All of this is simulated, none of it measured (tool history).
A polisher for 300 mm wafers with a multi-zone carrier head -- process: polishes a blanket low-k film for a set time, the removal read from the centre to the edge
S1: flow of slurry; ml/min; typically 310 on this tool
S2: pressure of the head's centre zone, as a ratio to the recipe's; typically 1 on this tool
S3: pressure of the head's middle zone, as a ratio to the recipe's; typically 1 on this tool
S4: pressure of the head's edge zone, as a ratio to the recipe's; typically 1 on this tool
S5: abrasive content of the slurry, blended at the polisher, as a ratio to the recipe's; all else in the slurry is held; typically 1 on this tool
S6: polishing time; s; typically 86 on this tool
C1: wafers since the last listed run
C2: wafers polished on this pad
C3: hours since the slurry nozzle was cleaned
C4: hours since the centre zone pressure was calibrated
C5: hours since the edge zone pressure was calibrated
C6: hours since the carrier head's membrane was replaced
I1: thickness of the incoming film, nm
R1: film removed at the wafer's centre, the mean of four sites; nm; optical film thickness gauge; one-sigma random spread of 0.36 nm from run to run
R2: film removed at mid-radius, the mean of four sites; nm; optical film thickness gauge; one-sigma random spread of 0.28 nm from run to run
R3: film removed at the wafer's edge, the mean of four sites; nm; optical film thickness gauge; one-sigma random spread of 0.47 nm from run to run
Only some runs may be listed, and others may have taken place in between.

run   hour   S1    S2  S3    S4    S5   S6   C1   C2     C3     C4     C5      C6     I1    R1    R2    R3
  1      0  310     1   1     1     1   86    0  475  637.5  744.5    658  1225.6    750    42  43.1  43.1
  2      7  310     1   1     1     1   86   40  515  644.5  751.5    665  1232.6  764.6  41.3    43  43.8
  3   24.2  310     1   1     1   1.1   86   99  614  661.7  768.7  682.2  1249.8  758.4  43.3  44.5  45.2
  4   36.5  310     1   1     1   1.1   86   70  685    674    781  694.5  1262.1  760.6  43.1  44.6  44.9
  5   53.2  310     1   1     1     1   86   96  782  690.7  797.7  711.2  1278.8  763.9  41.5  42.8  42.2
      57.3  -- centre zone pressure recalibrated
      57.3  -- edge zone pressure recalibrated
  6   87.5  310     1   1     1     1   86  186  968    725   30.2   30.2  1313.1  758.8  40.6  43.4  42.5
     100.2  -- centre zone pressure recalibrated, repeated, since the last time left the tool worse
     106.7  -- worn pad replaced by a new one
  7  107.2  310     1   1     1     1   86   78    2  744.7      7   49.9  1332.8    771    44  43.1  43.7
  8    119  310     1   1     1   0.8   86   68   70  756.5   18.8   61.7  1344.6  760.3  39.5  39.3  38.8
  9  134.2  310     1   1     1     1   86   87  158  771.7     34   76.9  1359.8  754.2  43.4  42.7  42.1
 10  141.8  310     1   1     1     1   86   43  202  779.3   41.6   84.5  1367.4  761.1  43.8  43.1  43.3
 11  154.1  310     1   1     1     1   77   70  273  791.6   53.9   96.8  1379.7  766.2  39.2  38.5    38
 12  165.8  310     1   1  1.05     1   86   67  340  803.3   65.6  108.5  1391.4  756.4  43.4  42.8  44.4
     184.1  -- carrier head's membrane replaced by a new one
 13  184.6  275     1   1  0.94   0.7   86   79  420  822.1   84.4  127.3     0.5  772.5  36.9  36.3  34.9
 14    190  310  0.95   1     1   1.1   86   31  451  827.5   89.8  132.7     5.9  755.2  44.1  44.4  44.6
     196.2  -- slurry nozzle cleaned
 15  198.4  390     1   1     1     1   61   42  494    2.2   98.2  141.1    14.3  763.5  31.6  31.1  31.3
 16  215.5  310  1.09   1     1     1   86   98  592   19.3  115.3  158.2    31.4  751.3  45.6  43.2  42.9
 17  223.5  275     1   1     1     1   86   46  638   27.3  123.3  166.2    39.4    772  42.7  42.9  42.4
 18  231.1  310     1   1     1     1   86   43  682   34.9  130.9  173.8      47  751.3  44.2  43.3  43.2
 19  246.3  310     1   1     1     1   86   87  770   50.1  146.1    189    62.2  760.1  43.9  43.2  43.6
 20  261.2  235  0.93   1  0.91     1  110   85  856     65    161  203.9    77.1  745.1  51.7  53.7    51
 21  276.4  215  0.93   1  0.93  0.85   86   87  943   80.2  176.2  219.1    92.3  759.6  37.5  38.5  37.9

What if the next run were any one of these 5? Each begins from the tool's condition after run 21:
  A  276.8  310    1     1   1     1  99   2  946  80.6  176.6  219.5  92.7  768.8   ?   ?   ?
  B  276.8  310    1   0.9   1     1  86   2  946  80.6  176.6  219.5  92.7  768.8   ?   ?   ?
  C  276.8  340  0.9     1   1     1  86   2  946  80.6  176.6  219.5  92.7  768.8   ?   ?   ?
  D  276.8  410    1  1.12   1     1  86   2  946  80.6  176.6  219.5  92.7  768.8   ?   ?   ?
  E  276.8  310    1     1   1  0.75  86   2  946  80.6  176.6  219.5  92.7  768.8   ?   ?   ?

run    R1    R2    R3
  A  49.9  49.9  50.3
  B  43.3  39.7  43.7
  C  41.4  43.8    44
  D  44.6    49  44.4
  E  38.3  38.3  38.6
Had the tool no hidden state, the same runs would have come out as:
run    R1    R2    R3
  A  50.2  49.9  50.3
  B  43.6  39.7  43.7
  C  41.6  43.8    44
  D  44.8    49  44.4
  E  38.5  38.3  38.6
